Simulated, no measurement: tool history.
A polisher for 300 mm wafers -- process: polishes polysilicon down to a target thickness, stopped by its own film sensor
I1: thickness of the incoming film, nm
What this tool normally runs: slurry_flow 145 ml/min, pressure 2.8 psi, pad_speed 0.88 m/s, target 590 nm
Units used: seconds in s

Run 1, hour 0.0: usual settings; I1 927.4. Result: seconds 47.3 s.
Run 2, hour 58.5: usual settings; I1 935.8. Result: seconds 48.7 s.
Run 3, hour 124.3: usual settings; I1 950.5. Result: seconds 51.5 s.
Run 4, hour 222.7: usual settings; I1 936.8. Result: seconds 49.3 s.
At hour 253.1: head pressure recalibrated.
Run 5, hour 257.6: usual settings but pad_speed 0.74 m/s; I1 938.2. Result: seconds 53.8 s.
Run 6, hour 306.3: usual settings; I1 952.6. Result: seconds 48.2 s.
At hour 332.2: slurry nozzle cleaned.
At hour 341.0: worn pad replaced by a new one.
Run 7, hour 357.5: usual settings; I1 940.6. Result: seconds 46.6 s.
Run 8, hour 400.5: usual settings but pad_speed 0.98 m/s, target 677 nm; I1 943.3. Result: seconds 32.4 s.
Run 9, hour 434.4: usual settings but pad_speed 0.98 m/s, target 677 nm; I1 947.3. Result: seconds 31.8 s.
Run 10, hour 460.0: usual settings but pad_speed 0.98 m/s, target 677 nm; I1 929.7. Result: seconds 30.8 s.
Run 11, hour 517.7: usual settings; I1 933.6. Result: seconds 45.8 s.
Run 12, hour 559.6: usual settings; I1 937.0. Result: seconds 47.7 s.
Run 13, hour 614.7: usual settings; I1 937.0. Result: seconds 47.8 s.
Run 14, hour 648.3: usual settings; I1 949.8. Result: seconds 49.8 s.
Run 15, hour 683.7: usual settings; I1 952.9. Result: seconds 51.5 s.
At hour 721.4: worn pad replaced by a new one.
Run 16, hour 753.3: usual settings but slurry_flow 155 ml/min; I1 937.6. Result: seconds 50.1 s.
Run 17, hour 780.7: usual settings but slurry_flow 155 ml/min; I1 938.5. Result: seconds 48.3 s.
Run 18, hour 814.0: usual settings but slurry_flow 155 ml/min; I1 949.8. Result: seconds 51.6 s.
At hour 856.2: slurry nozzle cleaned.
Run 19, hour 868.4: usual settings but slurry_flow 180 ml/min, pad_speed 1.10 m/s, target 548 nm; I1 931.7. Result: seconds 44.6 s.
Run 20, hour 912.5: usual settings; I1 946.8. Result: seconds 52.5 s.
At hour 930.4: head pressure recalibrated.
Run 21, hour 979.4: usual settings but pressure 3.4 psi, pad_speed 1.00 m/s, target 533 nm; I1 933.5. Result: seconds 39.3 s.
Run 22, hour 1004.4: usual settings; I1 953.0. Result: seconds 49.3 s.
Run 23, hour 1041.8: usual settings but slurry_flow 170 ml/min, pressure 3.8 psi; I1 939.9. Result: seconds 34.1 s.
Run 24, hour 1091.7: usual settings but target 548 nm; I1 942.7. Result: seconds 52.9 s.
At hour 1115.5: worn pad replaced by a new one.
Run 25, hour 1258.2: usual settings but slurry_flow 175 ml/min, pressure 3.1 psi; I1 931.4. Result: seconds 40.9 s.
Run 26, hour 1295.9: usual settings but slurry_flow 180 ml/min, pad_speed 1.10 m/s, target 671 nm; I1 951.2. Result: seconds 30.0 s.
Run 27, hour 1354.9: usual settings but pad_speed 0.98 m/s, target 677 nm; I1 934.0. Result: seconds 31.4 s.
Run 28, hour 1391.4: usual settings but slurry_flow 170 ml/min, pressure 3.8 psi; I1 948.2. Result: seconds 36.6 s.
At hour 1393.8: slurry nozzle cleaned.
Run 29, hour 1458.4: usual settings but pressure 2.3 psi, pad_speed 0.70 m/s; I1 938.6. Result: seconds 74.8 s.
At hour 1482.3: worn pad replaced by a new one.
Run 30, hour 1525.8: usual settings but pad_speed 0.64 m/s, target 527 nm; I1 946.5. Result: seconds 82.4 s.
At hour 1544.9: head pressure recalibrated.
Run 31, hour 1558.5: usual settings; I1 949.2. Result: seconds 47.6 s.
Run 32, hour 1617.9: usual settings; I1 953.0. Result: seconds 48.5 s.
Run 33, hour 1649.8: usual settings but slurry_flow 170 ml/min, pressure 1.9 psi, pad_speed 0.62 m/s, target 681 nm; I1 942.0. Result: seconds 69.4 s.
Run 34, hour 1687.0: usual settings but slurry_flow 110 ml/min, pressure 2.5 psi; I1 940.9. Result: seconds 56.2 s.
Run 35, hour 1745.3: usual settings; I1 923.3. Result: seconds 43.9 s.
Run 36, hour 1770.3: usual settings but slurry_flow 100 ml/min, pressure 3.4 psi, pad_speed 0.60 m/s, target 696 nm; I1 956.7. Result: seconds 42.9 s.

3 ways to go on from here, each from the tool as it stands after run 36. What would each give?
Run A, hour 1770.7: usual settings; I1 944.5. Result: seconds ?.
Run B, hour 1770.7: usual settings but slurry_flow 130 ml/min, pad_speed 0.68 m/s; I1 944.5. Result: seconds ?.
Run C, hour 1770.7: usual settings but pressure 3.8 psi; I1 944.5. Result: seconds ?.

run  seconds
  A     47.2
  B     60.9
  C     34.8
Take away the tool's hidden state, keep each run's random variation, and the runs would have read:
run  seconds
  A     45.9
  B     59.2
  C     33.8
